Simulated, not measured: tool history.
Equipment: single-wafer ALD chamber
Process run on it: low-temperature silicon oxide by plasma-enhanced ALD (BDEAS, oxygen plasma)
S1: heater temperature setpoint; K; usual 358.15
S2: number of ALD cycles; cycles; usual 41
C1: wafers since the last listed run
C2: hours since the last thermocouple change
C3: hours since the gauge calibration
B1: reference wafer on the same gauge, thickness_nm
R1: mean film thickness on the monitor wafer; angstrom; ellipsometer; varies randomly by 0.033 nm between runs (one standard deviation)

run 1 day=0 | S1=358.15 S2=41 | C1=0 C2=55.4 C3=2380.7 | B1=5.508 | R1=60.58
run 2 day=3.104 | S1=358.15 S2=41 | C1=554 C2=129.9 C3=2455.2 | B1=5.508 | R1=59.66
run 3 day=6.738 | S1=358.15 S2=41 | C1=648 C2=217.1 C3=2542.4 | B1=5.513 | R1=59.87
run 4 day=11.971 | S1=358.15 S2=41 | C1=934 C2=342.7 C3=2668 | B1=5.513 | R1=60.34
run 5 day=18.929 | S1=358.15 S2=41 | C1=1242 C2=509.7 C3=2835 | B1=5.514 | R1=59.91
run 6 day=21.212 | S1=358.15 S2=47 | C1=407 C2=564.5 C3=2889.8 | B1=5.513 | R1=68.92
run 7 day=23.517 | S1=358.15 S2=47 | C1=411 C2=619.8 C3=2945.1 | B1=5.509 | R1=68.52
run 8 day=25.346 | S1=358.15 S2=41 | C1=326 C2=663.7 C3=2989 | B1=5.508 | R1=60.22
run 9 day=37.421 | S1=358.15 S2=41 | C1=2156 C2=953.5 C3=3278.8 | B1=5.509 | R1=60.47
run 10 day=41.796 | S1=358.15 S2=41 | C1=781 C2=1058.5 C3=3383.8 | B1=5.514 | R1=60.69
run 11 day=45.125 | S1=358.15 S2=41 | C1=594 C2=1138.4 C3=3463.7 | B1=5.514 | R1=60.38
run 12 day=48.204 | S1=358.15 S2=41 | C1=549 C2=1212.3 C3=3537.6 | B1=5.507 | R1=60.39
run 13 day=50.133 | S1=358.15 S2=41 | C1=344 C2=1258.6 C3=3583.9 | B1=5.514 | R1=60.15
run 14 day=54.45 | S1=358.15 S2=41 | C1=770 C2=1362.2 C3=3687.5 | B1=5.508 | R1=60.58
run 15 day=58.188 | S1=358.15 S2=41 | C1=667 C2=1451.9 C3=3777.2 | B1=5.511 | R1=59.62
run 16 day=61.688 | S1=367.15 S2=41 | C1=625 C2=1535.9 C3=3861.2 | B1=5.517 | R1=58
run 17 day=64.983 | S1=367.15 S2=41 | C1=588 C2=1615 C3=3940.3 | B1=5.505 | R1=58.2
-- day=66.933 gauge calibrated
-- day=68.562 thermocouple changed; heater temperature recalibrated
run 18 day=68.917 | S1=358.15 S2=41 | C1=642 C2=8.5 C3=47.6 | B1=5.512 | R1=60.21
run 19 day=70.575 | S1=358.15 S2=41 | C1=296 C2=48.3 C3=87.4 | B1=5.508 | R1=60.2
run 20 day=72.221 | S1=358.15 S2=41 | C1=293 C2=87.8 C3=126.9 | B1=5.509 | R1=59.62
run 21 day=73.783 | S1=358.15 S2=41 | C1=279 C2=125.3 C3=164.4 | B1=5.514 | R1=59.56
run 22 day=76.15 | S1=372.15 S2=45 | C1=422 C2=182.1 C3=221.2 | B1=5.512 | R1=62.59
run 23 day=80.042 | S1=358.15 S2=41 | C1=695 C2=275.5 C3=314.6 | B1=5.506 | R1=60.26
run 24 day=83.283 | S1=369.15 S2=48 | C1=578 C2=353.3 C3=392.4 | B1=5.519 | R1=67.98
run 25 day=93.542 | S1=367.15 S2=37 | C1=1832 C2=599.5 C3=638.6 | B1=5.506 | R1=52.86
run 26 day=96.412 | S1=358.15 S2=41 | C1=512 C2=668.4 C3=707.5 | B1=5.509 | R1=60.09
run 27 day=100.471 | S1=358.15 S2=35 | C1=724 C2=765.8 C3=804.9 | B1=5.51 | R1=51.29
run 28 day=102.583 | S1=370.15 S2=41 | C1=377 C2=816.5 C3=855.6 | B1=5.508 | R1=58.09
run 29 day=105.112 | S1=348.15 S2=47 | C1=451 C2=877.2 C3=916.3 | B1=5.513 | R1=71.27
run 30 day=107.492 | S1=345.15 S2=36 | C1=424 C2=934.3 C3=973.4 | B1=5.511 | R1=55.13
run 31 day=109.854 | S1=352.15 S2=35 | C1=421 C2=991 C3=1030.1 | B1=5.51 | R1=52.59
run 32 day=112.15 | S1=343.15 S2=38 | C1=410 C2=1046.1 C3=1085.2 | B1=5.509 | R1=58.66
run 33 day=115.612 | S1=349.15 S2=47 | C1=618 C2=1129.2 C3=1168.3 | B1=5.507 | R1=71.47
run 34 day=119.608 | S1=351.15 S2=37 | C1=713 C2=1225.1 C3=1264.2 | B1=5.512 | R1=55.7
run 35 day=122.121 | S1=358.15 S2=41 | C1=448 C2=1285.4 C3=1324.5 | B1=5.501 | R1=60.65
run 36 day=124.138 | S1=349.15 S2=36 | C1=360 C2=1333.8 C3=1372.9 | B1=5.509 | R1=54.39
run 37 day=126.479 | S1=346.15 S2=48 | C1=418 C2=1390 C3=1429.1 | B1=5.512 | R1=73.15
run 38 day=128.767 | S1=358.15 S2=41 | C1=408 C2=1444.9 C3=1484 | B1=5.508 | R1=59.96
run 39 day=133.225 | S1=358.15 S2=41 | C1=796 C2=1551.9 C3=1591 | B1=5.509 | R1=59.84
run 40 day=135.625 | S1=363.15 S2=43 | C1=428 C2=1609.5 C3=1648.6 | B1=5.509 | R1=62.61

Exercise: give the hidden state of the tool at every run:
wafer temperature above the value expected at the setpoint (K): 0 at every run
gauge reads high (%): 0 at every run

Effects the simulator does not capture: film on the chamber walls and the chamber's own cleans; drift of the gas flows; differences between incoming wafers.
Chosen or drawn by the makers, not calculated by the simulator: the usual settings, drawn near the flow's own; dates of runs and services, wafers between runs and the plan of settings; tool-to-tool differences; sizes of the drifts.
